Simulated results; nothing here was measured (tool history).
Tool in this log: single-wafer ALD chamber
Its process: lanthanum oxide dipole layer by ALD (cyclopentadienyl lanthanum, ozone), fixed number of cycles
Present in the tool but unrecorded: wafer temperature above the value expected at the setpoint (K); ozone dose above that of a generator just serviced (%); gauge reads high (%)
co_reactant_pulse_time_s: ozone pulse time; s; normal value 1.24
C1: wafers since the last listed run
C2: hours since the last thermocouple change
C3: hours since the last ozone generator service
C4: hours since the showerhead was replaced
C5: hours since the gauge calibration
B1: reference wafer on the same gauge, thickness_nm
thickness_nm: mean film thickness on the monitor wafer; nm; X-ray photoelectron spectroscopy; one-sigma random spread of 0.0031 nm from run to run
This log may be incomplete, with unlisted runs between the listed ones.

Run 1, hour 0.0: usual settings but co_reactant_pulse_time_s 0.92 s; C1 0; C2 1444.9; C3 1415.8; C4 5815.2; C5 81.2; B1 0.616. Result: thickness_nm 0.554 nm.
Run 2, hour 62.1: usual settings but co_reactant_pulse_time_s 0.92 s; C1 1063; C2 1507.0; C3 1477.9; C4 5877.3; C5 143.3; B1 0.615. Result: thickness_nm 0.548 nm.
Run 3, hour 89.6: usual settings; C1 470; C2 1534.5; C3 1505.4; C4 5904.8; C5 170.8; B1 0.614. Result: thickness_nm 0.573 nm.
Run 4, hour 119.6: usual settings; C1 513; C2 1564.5; C3 1535.4; C4 5934.8; C5 200.8; B1 0.615. Result: thickness_nm 0.573 nm.
Run 5, hour 189.5: usual settings but co_reactant_pulse_time_s 0.94 s; C1 1197; C2 1634.4; C3 1605.3; C4 6004.7; C5 270.7; B1 0.615. Result: thickness_nm 0.549 nm.
Run 6, hour 247.5: usual settings but co_reactant_pulse_time_s 0.94 s; C1 993; C2 1692.4; C3 1663.3; C4 6062.7; C5 328.7; B1 0.614. Result: thickness_nm 0.543 nm.
Run 7, hour 314.4: usual settings; C1 1145; C2 1759.3; C3 1730.2; C4 6129.6; C5 395.6; B1 0.615. Result: thickness_nm 0.564 nm.
At hour 348.4: showerhead replaced, of another model than before.
Run 8, hour 363.4: usual settings; C1 702; C2 1808.3; C3 1779.2; C4 15.0; C5 444.6; B1 0.616. Result: thickness_nm 0.576 nm.
Run 9, hour 430.1: usual settings; C1 1142; C2 1875.0; C3 1845.9; C4 81.7; C5 511.3; B1 0.615. Result: thickness_nm 0.581 nm.
At hour 450.2: gauge calibrated.
Run 10, hour 467.8: usual settings but co_reactant_pulse_time_s 1.65 s; C1 645; C2 1912.7; C3 1883.6; C4 119.4; C5 17.6; B1 0.616. Result: thickness_nm 0.590 nm.

The next listed run, before its measurement:
Run 11, hour 512.0: usual settings; C1 757; C2 1956.9; C3 1927.8; C4 163.6; C5 61.8; B1 ?. Result: thickness_nm ?.

B1: 0.615
thickness_nm: 0.580 nm
Without the tool's hidden state the same run would have given thickness_nm 0.604 nm.
